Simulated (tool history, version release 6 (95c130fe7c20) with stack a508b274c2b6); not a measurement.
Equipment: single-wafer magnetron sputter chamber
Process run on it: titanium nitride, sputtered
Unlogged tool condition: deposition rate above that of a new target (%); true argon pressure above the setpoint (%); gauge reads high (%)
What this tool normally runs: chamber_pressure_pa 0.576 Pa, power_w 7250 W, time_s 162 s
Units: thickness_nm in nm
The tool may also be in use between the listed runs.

run	hour	chamber_pressure_pa	power_w	time_s	wafers since the last listed run	wafers on the sputter target	hours since the last manometer calibration	hours since the magnet pack was replaced	hours since the gauge calibration	read-back reference wafer on the same gauge, thickness_nm	thickness_nm
1	0	0.576	7250	162	0	5851	1124.4	5015.3	704.5	176.986	190.719
2	43	0.576	7250	162	261	6112	1167.4	5058.3	747.5	176.851	189.817
3	69.7	0.576	7250	162	162	6275	1194.1	5085	774.2	176.796	189.48
4	138	0.635	7250	162	414	6689	1262.4	5153.3	842.5	176.909	183.758
5	179.7	0.576	7250	162	253	6942	1304.1	5195	884.2	176.827	188.513
6	206.3	0.576	7250	162	161	7104	1330.7	5221.6	910.8	176.728	188.061
7	260.9	0.576	7250	162	331	7436	1385.3	5276.2	965.4	176.973	187.869
8	305.7	0.576	6300	162	272	7708	1430.1	5321	1010.2	177.036	164.002
9	367.4	0.576	7250	162	374	8082	1491.8	5382.7	1071.9	177.306	186.719
# hour 399.6: sputter target and shields replaced
10	434.1	0.576	7250	162	356	209	1558.5	5449.4	1138.6	177.063	195.177
11	460.8	0.576	7250	162	162	371	1585.2	5476.1	1165.3	177.249	193.508
12	528.4	0.576	7250	162	410	781	1652.8	5543.7	1232.9	176.991	194.251
13	563.4	0.576	7250	162	212	994	1687.8	5578.7	1267.9	176.875	193.984
# hour 587.8: magnet pack replaced
14	600.6	0.732	7250	182	177	1171	1725	12.8	1305.1	176.79	203.688
15	665.5	0.576	6400	162	394	1565	1789.9	77.7	1370	177	172.714
16	704.5	0.424	8350	162	236	1802	1828.9	116.7	1409	177.149	239.205
17	775.9	0.454	8400	136	433	2236	1900.3	188.1	1480.4	177.133	198.13
# hour 789.7: gauge calibrated
18	843.9	0.663	9000	181	412	2648	1968.3	256.1	54.2	176.864	254.442
19	899.4	0.428	8950	162	336	2985	2023.8	311.6	109.7	176.767	253.968
20	944.3	0.802	7250	162	272	3258	2068.7	356.5	154.6	177.088	173.415
21	975.4	0.576	7250	162	188	3447	2099.8	387.6	185.7	176.924	193.077
22	1134.3	0.576	8150	162	964	4412	2258.7	546.5	344.6	177.142	214.063
# hour 1164.8: capacitance manometer re-zeroed and calibrated
23	1201	0.576	7250	162	356	4768	36.2	613.2	411.3	177.049	191.371
24	1269.6	0.576	5900	186	416	5185	104.8	681.8	479.9	176.993	179.822
25	1408.3	0.513	7250	152	842	6027	243.5	820.5	618.6	176.96	183.526
26	1437.6	0.576	7250	162	177	6205	272.8	849.8	647.9	177.011	190.666
27	1594.1	0.576	7250	162	950	7155	429.3	1006.3	804.4	177.014	189.36
28	1642.6	0.655	7900	181	294	7449	477.8	1054.8	852.9	176.704	219.914
29	1712.8	0.74	7250	162	426	7876	548	1125	923.1	177.013	173.46
30	1739.6	0.644	6400	151	162	8038	574.8	1151.8	949.9	177.119	150.733
# hour 1778: sputter target and shields replaced
31	1783.1	0.66	5600	189	215	30	618.3	1195.3	993.4	177.245	169.454
32	1843.4	0.576	7250	189	366	396	678.6	1255.6	1053.7	176.963	224.977
33	1878.7	0.576	9050	162	214	611	713.9	1290.9	1089	176.971	238.029
34	1987.6	0.576	8250	182	661	1272	822.8	1399.8	1197.9	177.041	245.473
35	2059.6	0.73	8800	145	437	1709	894.8	1471.8	1269.9	177.101	193.888
36	2103.2	0.576	7250	176	264	1974	938.4	1515.4	1313.5	177.076	209.872

Hidden state or all else? Some run-to-run changes of thickness_nm, split into what the settings, what came in and random variation would give without the hidden state, and what is left for the hidden state (with any gauge scatter that isn't in both results):
Run 9 -> 10: sputter target and shields replaced. thickness_nm +8.458 nm: hidden state +6.836, all else +1.622.
Run 15 -> 16: chamber_pressure_pa 0.576 -> 0.424, power_w 6400 -> 8350. thickness_nm +66.491 nm: hidden state -0.215, all else +66.706.
Run 17 -> 18: chamber_pressure_pa 0.454 -> 0.663, power_w 8400 -> 9000, time_s 136 -> 181, gauge calibrated. thickness_nm +56.312 nm: hidden state -0.448, all else +56.76.
Run 19 -> 20: chamber_pressure_pa 0.428 -> 0.802, power_w 8950 -> 7250. thickness_nm -80.553 nm: hidden state +0.256, all else -80.809.
Run 27 -> 28: chamber_pressure_pa 0.576 -> 0.655, power_w 7250 -> 7900, time_s 162 -> 181. thickness_nm +30.554 nm: hidden state -1.408, all else +31.962.
Run 30 -> 31: chamber_pressure_pa 0.644 -> 0.66, power_w 6400 -> 5600, time_s 151 -> 189, sputter target and shields replaced. thickness_nm +18.721 nm: hidden state +4.664, all else +14.057.

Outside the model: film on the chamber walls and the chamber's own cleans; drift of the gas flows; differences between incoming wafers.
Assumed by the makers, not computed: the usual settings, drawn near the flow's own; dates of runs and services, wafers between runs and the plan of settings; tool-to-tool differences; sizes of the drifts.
